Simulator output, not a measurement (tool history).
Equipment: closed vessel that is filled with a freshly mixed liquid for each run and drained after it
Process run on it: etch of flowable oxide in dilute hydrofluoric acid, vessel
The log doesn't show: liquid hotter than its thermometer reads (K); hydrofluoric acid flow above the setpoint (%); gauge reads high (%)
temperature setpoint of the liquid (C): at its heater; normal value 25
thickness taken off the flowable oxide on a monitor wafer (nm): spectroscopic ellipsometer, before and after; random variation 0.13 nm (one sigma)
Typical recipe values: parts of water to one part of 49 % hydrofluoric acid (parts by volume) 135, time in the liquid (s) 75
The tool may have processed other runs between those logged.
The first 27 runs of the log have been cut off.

run   hour  temperature setpoint of the liquid (C)  parts of water to one part of 49 % hydrofluoric acid (parts by volume)  time in the liquid (s)  wafers since the last listed run  hours since the thermometer was replaced  hours since the hydrofluoric acid flow meter was replaced  hours since the gauge calibration  read-back film thickness of the flowable oxide reference wafer, read on the same gauge (nm)  thickness taken off the flowable oxide on a monitor wafer (nm)
 28    315                                      23                                                                     160                      90                               847                                     108.3                                                      153.4                               66.6                                                                                       149.99                                                           13.22
 29  321.2                                      23                                                                     195                      55                               657                                     114.5                                                      159.6                               72.8                                                                                       150.01                                                            6.42
 30  331.4                                      22                                                                     135                      75                              1081                                     124.7                                                      169.8                                 83                                                                                          150                                                           13.06
 31  348.6                                      21                                                                     135                      75                              1822                                     141.9                                                        187                              100.2                                                                                          150                                                           12.62
 32  359.2                                      29                                                                     170                      75                              1123                                     152.5                                                      197.6                              110.8                                                                                          150                                                           12.95
 33  368.6                                      25                                                                      80                     115                               996                                     161.9                                                        207                              120.2                                                                                       149.99                                                           40.69
 34  383.3                                    26.5                                                                     105                      65                              1557                                     176.6                                                      221.7                              134.9                                                                                       150.02                                                           18.19
 35  393.5                                    29.5                                                                      95                     110                              1081                                     186.8                                                      231.9                              145.1                                                                                       150.01                                                           38.43

Alternative continuations, all from the tool just after run 35; predict every row:
  A  394.2                                      25                                                                     135                      75                                74                                     187.5                                                      232.6                              145.8                                                                                            ?                                                               ?
  B  394.2                                      25                                                                      70                      45                                74                                     187.5                                                      232.6                              145.8                                                                                            ?                                                               ?
  C  394.2                                      22                                                                     160                      30                                74                                     187.5                                                      232.6                              145.8                                                                                            ?                                                               ?

run  read-back film thickness of the flowable oxide reference wafer, read on the same gauge (nm)  thickness taken off the flowable oxide on a monitor wafer (nm)
  A                                                                                       149.99                                                           14.78
  B                                                                                       149.99                                                           18.58
  C                                                                                       149.99                                                            4.32
What these runs would have given with no unlogged condition in the tool:
run  thickness taken off the flowable oxide on a monitor wafer (nm)
  A                                                           14.43
  B                                                           18.12
  C                                                            4.22
